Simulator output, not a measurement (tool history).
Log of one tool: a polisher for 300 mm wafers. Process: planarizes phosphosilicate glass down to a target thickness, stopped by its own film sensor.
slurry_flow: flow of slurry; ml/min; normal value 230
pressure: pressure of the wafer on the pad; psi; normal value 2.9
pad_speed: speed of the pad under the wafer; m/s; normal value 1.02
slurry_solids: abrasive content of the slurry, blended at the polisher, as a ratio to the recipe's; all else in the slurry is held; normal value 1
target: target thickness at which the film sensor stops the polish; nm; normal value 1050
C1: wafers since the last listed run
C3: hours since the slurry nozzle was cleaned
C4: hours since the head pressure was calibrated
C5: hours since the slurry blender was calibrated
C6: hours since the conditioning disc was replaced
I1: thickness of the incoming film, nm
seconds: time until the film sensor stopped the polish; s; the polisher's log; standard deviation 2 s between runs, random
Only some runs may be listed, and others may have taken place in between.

run 1 hour=0 | slurry_flow=230 pressure=2.9 pad_speed=1.02 slurry_solids=1 target=1050 | C1=0 wafers_polished_on_this_pad=175 C3=262.7 C4=332.1 C5=253 C6=354.3 | I1=2169 | seconds=156.9
-- hour=6.1 slurry blender recalibrated
-- hour=37.4 conditioning disc replaced and pad reconditioned
run 2 hour=62.5 | slurry_flow=230 pressure=2.9 pad_speed=1.02 slurry_solids=1 target=1050 | C1=389 wafers_polished_on_this_pad=565 C3=325.2 C4=394.6 C5=56.4 C6=25.1 | I1=2139.8 | seconds=134.7
run 3 hour=103.8 | slurry_flow=230 pressure=2.9 pad_speed=1.02 slurry_solids=1 target=1050 | C1=275 wafers_polished_on_this_pad=840 C3=366.5 C4=435.9 C5=97.7 C6=66.4 | I1=2103.3 | seconds=132.3
run 4 hour=138.8 | slurry_flow=230 pressure=2.9 pad_speed=1.02 slurry_solids=1 target=1050 | C1=233 wafers_polished_on_this_pad=1073 C3=401.5 C4=470.9 C5=132.7 C6=101.4 | I1=2149.5 | seconds=146.1
run 5 hour=178.9 | slurry_flow=230 pressure=2.9 pad_speed=1.02 slurry_solids=1 target=1050 | C1=267 wafers_polished_on_this_pad=1340 C3=441.6 C4=511 C5=172.8 C6=141.5 | I1=2106.8 | seconds=152.4
run 6 hour=230.6 | slurry_flow=230 pressure=2.9 pad_speed=1.02 slurry_solids=1 target=1050 | C1=344 wafers_polished_on_this_pad=1685 C3=493.3 C4=562.7 C5=224.5 C6=193.2 | I1=2133 | seconds=162
-- hour=233.2 slurry blender recalibrated
-- hour=247.9 worn pad replaced by a new one
run 7 hour=297.7 | slurry_flow=230 pressure=2.9 pad_speed=1.02 slurry_solids=1 target=1050 | C1=407 wafers_polished_on_this_pad=332 C3=560.4 C4=629.8 C5=64.5 C6=260.3 | I1=2112.8 | seconds=151.1
run 8 hour=322.1 | slurry_flow=230 pressure=2.9 pad_speed=1.02 slurry_solids=1 target=1050 | C1=162 wafers_polished_on_this_pad=494 C3=584.8 C4=654.2 C5=88.9 C6=284.7 | I1=2108 | seconds=151.4
-- hour=332.2 slurry nozzle cleaned
run 9 hour=375.2 | slurry_flow=230 pressure=2.9 pad_speed=1.02 slurry_solids=1 target=1050 | C1=347 wafers_polished_on_this_pad=841 C3=43 C4=707.3 C5=142 C6=337.8 | I1=2103.7 | seconds=150.5
-- hour=404.9 head pressure recalibrated
run 10 hour=424 | slurry_flow=230 pressure=2.9 pad_speed=1.02 slurry_solids=1 target=1050 | C1=311 wafers_polished_on_this_pad=1153 C3=91.8 C4=19.1 C5=190.8 C6=386.6 | I1=2115.6 | seconds=156.7
-- hour=462.5 conditioning disc replaced and pad reconditioned
-- hour=518.3 slurry blender recalibrated
-- hour=544.6 worn pad replaced by a new one
run 11 hour=622.8 | slurry_flow=230 pressure=2.9 pad_speed=1.02 slurry_solids=1 target=1050 | C1=1271 wafers_polished_on_this_pad=521 C3=290.6 C4=217.9 C5=104.5 C6=160.3 | I1=2166.3 | seconds=151.9
run 12 hour=680.8 | slurry_flow=230 pressure=2.3 pad_speed=1.02 slurry_solids=1 target=1286 | C1=386 wafers_polished_on_this_pad=907 C3=348.6 C4=275.9 C5=162.5 C6=218.3 | I1=2115.7 | seconds=138.6
run 13 hour=750.4 | slurry_flow=230 pressure=2.9 pad_speed=1.02 slurry_solids=1 target=1050 | C1=463 wafers_polished_on_this_pad=1371 C3=418.2 C4=345.5 C5=232.1 C6=287.9 | I1=2160.2 | seconds=162.8
-- hour=769.6 worn pad replaced by a new one
-- hour=772.3 slurry blender recalibrated
run 14 hour=798.1 | slurry_flow=285 pressure=3.9 pad_speed=0.9 slurry_solids=0.85 target=1050 | C1=277 wafers_polished_on_this_pad=176 C3=465.9 C4=393.2 C5=25.8 C6=335.6 | I1=2133.8 | seconds=140
run 15 hour=852.8 | slurry_flow=230 pressure=2.9 pad_speed=0.8 slurry_solids=1 target=1050 | C1=364 wafers_polished_on_this_pad=541 C3=520.6 C4=447.9 C5=80.5 C6=390.3 | I1=2115.6 | seconds=178
-- hour=861.4 conditioning disc replaced and pad reconditioned
run 16 hour=897 | slurry_flow=230 pressure=2.9 pad_speed=1.02 slurry_solids=0.7 target=689 | C1=281 wafers_polished_on_this_pad=822 C3=564.8 C4=492.1 C5=124.7 C6=35.6 | I1=2125.4 | seconds=194.3
run 17 hour=924.9 | slurry_flow=230 pressure=2.9 pad_speed=1.02 slurry_solids=1 target=1050 | C1=185 wafers_polished_on_this_pad=1008 C3=592.7 C4=520 C5=152.6 C6=63.5 | I1=2131 | seconds=142.8
run 18 hour=962.9 | slurry_flow=230 pressure=2.9 pad_speed=1.02 slurry_solids=1.25 target=1050 | C1=253 wafers_polished_on_this_pad=1261 C3=630.7 C4=558 C5=190.6 C6=101.5 | I1=2161.8 | seconds=145.9
-- hour=1026.1 slurry blender recalibrated
-- hour=1036.2 slurry nozzle cleaned
-- hour=1038.7 worn pad replaced by a new one
-- hour=1051.9 head pressure recalibrated
run 19 hour=1139.3 | slurry_flow=230 pressure=3.9 pad_speed=0.86 slurry_solids=0.9 target=1050 | C1=1125 wafers_polished_on_this_pad=656 C3=103.1 C4=87.4 C5=113.2 C6=277.9 | I1=2127.6 | seconds=139.9
run 20 hour=1205.8 | slurry_flow=230 pressure=2.9 pad_speed=1.02 slurry_solids=1 target=1050 | C1=443 wafers_polished_on_this_pad=1099 C3=169.6 C4=153.9 C5=179.7 C6=344.4 | I1=2118.2 | seconds=158.3
-- hour=1209.7 conditioning disc replaced and pad reconditioned
-- hour=1254.9 slurry blender recalibrated
run 21 hour=1260.6 | slurry_flow=230 pressure=2.9 pad_speed=1.02 slurry_solids=1 target=808 | C1=338 wafers_polished_on_this_pad=1438 C3=224.4 C4=208.7 C5=5.7 C6=50.9 | I1=2116.6 | seconds=168.5
-- hour=1277.4 worn pad replaced by a new one
run 22 hour=1300.9 | slurry_flow=265 pressure=2.9 pad_speed=1.02 slurry_solids=1.3 target=1050 | C1=241 wafers_polished_on_this_pad=156 C3=264.7 C4=249 C5=46 C6=91.2 | I1=2149.4 | seconds=130.1

Consider 4 possible next runs. They are alternatives, not a sequence: every one starts from the tool as it was left by run 22. What does each give?
run A hour=1301.4 | slurry_flow=230 pressure=2.9 pad_speed=1.02 slurry_solids=1 target=1050 | C1=3 wafers_polished_on_this_pad=159 C3=265.2 C4=249.5 C5=46.5 C6=91.7 | I1=2148.7 | seconds=?
run B hour=1301.4 | slurry_flow=230 pressure=2.9 pad_speed=1.02 slurry_solids=1 target=1289 | C1=3 wafers_polished_on_this_pad=159 C3=265.2 C4=249.5 C5=46.5 C6=91.7 | I1=2148.7 | seconds=?
run C hour=1301.4 | slurry_flow=230 pressure=3.9 pad_speed=1.02 slurry_solids=1 target=1415 | C1=3 wafers_polished_on_this_pad=159 C3=265.2 C4=249.5 C5=46.5 C6=91.7 | I1=2148.7 | seconds=?
run D hour=1301.4 | slurry_flow=230 pressure=2.3 pad_speed=1.34 slurry_solids=1.15 target=1050 | C1=3 wafers_polished_on_this_pad=159 C3=265.2 C4=249.5 C5=46.5 C6=91.7 | I1=2148.7 | seconds=?

run=A seconds=146.2
run=B seconds=114.4
run=C seconds=78.4
run=D seconds=137.4
Stripped of hidden state, with their random variation kept, the same runs would have yielded:
run=A seconds=129.4
run=B seconds=101.2
run=C seconds=67.6
run=D seconds=120.5
